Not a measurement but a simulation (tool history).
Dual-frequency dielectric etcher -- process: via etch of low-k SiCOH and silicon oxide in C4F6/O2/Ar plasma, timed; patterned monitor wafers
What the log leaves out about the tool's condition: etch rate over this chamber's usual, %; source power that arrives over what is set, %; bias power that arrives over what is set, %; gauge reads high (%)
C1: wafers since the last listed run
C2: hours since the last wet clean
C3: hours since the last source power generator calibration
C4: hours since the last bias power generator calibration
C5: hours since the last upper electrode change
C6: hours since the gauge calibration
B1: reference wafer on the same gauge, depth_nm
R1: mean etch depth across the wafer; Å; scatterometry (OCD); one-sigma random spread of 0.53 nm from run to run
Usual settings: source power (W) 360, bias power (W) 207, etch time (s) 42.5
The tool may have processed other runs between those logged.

run 1 hour=0 | source_power_(W)=360 bias_power_(W)=207 etch_time_(s)=42.5 | C1=0 C2=625.1 C3=1415.9 C4=2646.6 C5=5020.4 C6=1691.5 | B1=109 | R1=1053
-- hour=128.3 upper electrode replaced
-- hour=129 wet clean of the chamber
run 2 hour=154.9 | source_power_(W)=360 bias_power_(W)=207 etch_time_(s)=42.5 | C1=1104 C2=25.9 C3=1570.8 C4=2801.5 C5=26.6 C6=1846.4 | B1=108.9 | R1=1074
run 3 hour=254.8 | source_power_(W)=360 bias_power_(W)=207 etch_time_(s)=42.5 | C1=848 C2=125.8 C3=1670.7 C4=2901.4 C5=126.5 C6=1946.3 | B1=109 | R1=1069
run 4 hour=359.4 | source_power_(W)=360 bias_power_(W)=207 etch_time_(s)=42.5 | C1=888 C2=230.4 C3=1775.3 C4=3006 C5=231.1 C6=2050.9 | B1=108.8 | R1=1064
run 5 hour=465 | source_power_(W)=360 bias_power_(W)=207 etch_time_(s)=36 | C1=896 C2=336 C3=1880.9 C4=3111.6 C5=336.7 C6=2156.5 | B1=108.9 | R1=892
-- hour=496 bias power generator calibrated
run 6 hour=559 | source_power_(W)=360 bias_power_(W)=207 etch_time_(s)=36 | C1=764 C2=430 C3=1974.9 C4=63 C5=430.7 C6=2250.5 | B1=109 | R1=898
run 7 hour=599.5 | source_power_(W)=360 bias_power_(W)=207 etch_time_(s)=36 | C1=343 C2=470.5 C3=2015.4 C4=103.5 C5=471.2 C6=2291 | B1=109 | R1=893
run 8 hour=674.3 | source_power_(W)=360 bias_power_(W)=234 etch_time_(s)=42.5 | C1=635 C2=545.3 C3=2090.2 C4=178.3 C5=546 C6=2365.8 | B1=109.1 | R1=1082
-- hour=739.7 wet clean of the chamber
run 9 hour=740.2 | source_power_(W)=360 bias_power_(W)=207 etch_time_(s)=42.5 | C1=355 C2=0.5 C3=2156.1 C4=244.2 C5=611.9 C6=2431.7 | B1=109 | R1=1066
run 10 hour=840.2 | source_power_(W)=360 bias_power_(W)=207 etch_time_(s)=52.5 | C1=849 C2=100.5 C3=2256.1 C4=344.2 C5=711.9 C6=2531.7 | B1=109.1 | R1=1319
run 11 hour=938.5 | source_power_(W)=330 bias_power_(W)=207 etch_time_(s)=55 | C1=834 C2=198.8 C3=2354.4 C4=442.5 C5=810.2 C6=2630 | B1=109 | R1=1317
-- hour=1030 gauge calibrated
run 12 hour=1046.1 | source_power_(W)=360 bias_power_(W)=182 etch_time_(s)=42.5 | C1=913 C2=306.4 C3=2462 C4=550.1 C5=917.8 C6=16.1 | B1=109 | R1=1024
run 13 hour=1102.4 | source_power_(W)=360 bias_power_(W)=207 etch_time_(s)=42.5 | C1=478 C2=362.7 C3=2518.3 C4=606.4 C5=974.1 C6=72.4 | B1=109.1 | R1=1055
run 14 hour=1145.2 | source_power_(W)=360 bias_power_(W)=174 etch_time_(s)=47 | C1=363 C2=405.5 C3=2561.1 C4=649.2 C5=1016.9 C6=115.2 | B1=109 | R1=1127
-- hour=1168.2 source power generator calibrated
run 15 hour=1239.9 | source_power_(W)=270 bias_power_(W)=207 etch_time_(s)=42.5 | C1=770 C2=500.2 C3=71.7 C4=743.9 C5=1111.6 C6=209.9 | B1=109 | R1=919
run 16 hour=1312.1 | source_power_(W)=330 bias_power_(W)=207 etch_time_(s)=42.5 | C1=613 C2=572.4 C3=143.9 C4=816.1 C5=1183.8 C6=282.1 | B1=108.9 | R1=1005
run 17 hour=1361.5 | source_power_(W)=360 bias_power_(W)=207 etch_time_(s)=42.5 | C1=419 C2=621.8 C3=193.3 C4=865.5 C5=1233.2 C6=331.5 | B1=109 | R1=1042
-- hour=1420.4 wet clean of the chamber
run 18 hour=1463.2 | source_power_(W)=390 bias_power_(W)=207 etch_time_(s)=52.5 | C1=659 C2=42.8 C3=295 C4=967.2 C5=1334.9 C6=433.2 | B1=109.1 | R1=1373
run 19 hour=1562.8 | source_power_(W)=310 bias_power_(W)=185 etch_time_(s)=42.5 | C1=845 C2=142.4 C3=394.6 C4=1066.8 C5=1434.5 C6=532.8 | B1=108.9 | R1=974
run 20 hour=1610 | source_power_(W)=270 bias_power_(W)=169 etch_time_(s)=33.5 | C1=400 C2=189.6 C3=441.8 C4=1114 C5=1481.7 C6=580 | B1=108.9 | R1=699
run 21 hour=1699.4 | source_power_(W)=360 bias_power_(W)=183 etch_time_(s)=31.5 | C1=759 C2=279 C3=531.2 C4=1203.4 C5=1571.1 C6=669.4 | B1=109 | R1=768
run 22 hour=1775.2 | source_power_(W)=410 bias_power_(W)=243 etch_time_(s)=49 | C1=643 C2=354.8 C3=607 C4=1279.2 C5=1646.9 C6=745.2 | B1=109 | R1=1359

Estimate the outcome of run 23 from the log above:
run 23 hour=1831.7 | source_power_(W)=410 bias_power_(W)=171 etch_time_(s)=50 | C1=479 C2=411.3 C3=663.5 C4=1335.7 C5=1703.4 C6=801.7 | B1=? | R1=?

{"run 23": {"B1": 109, "R1": 1274}}
With no hidden state in the tool, this same run would have given R1 1284 Å.
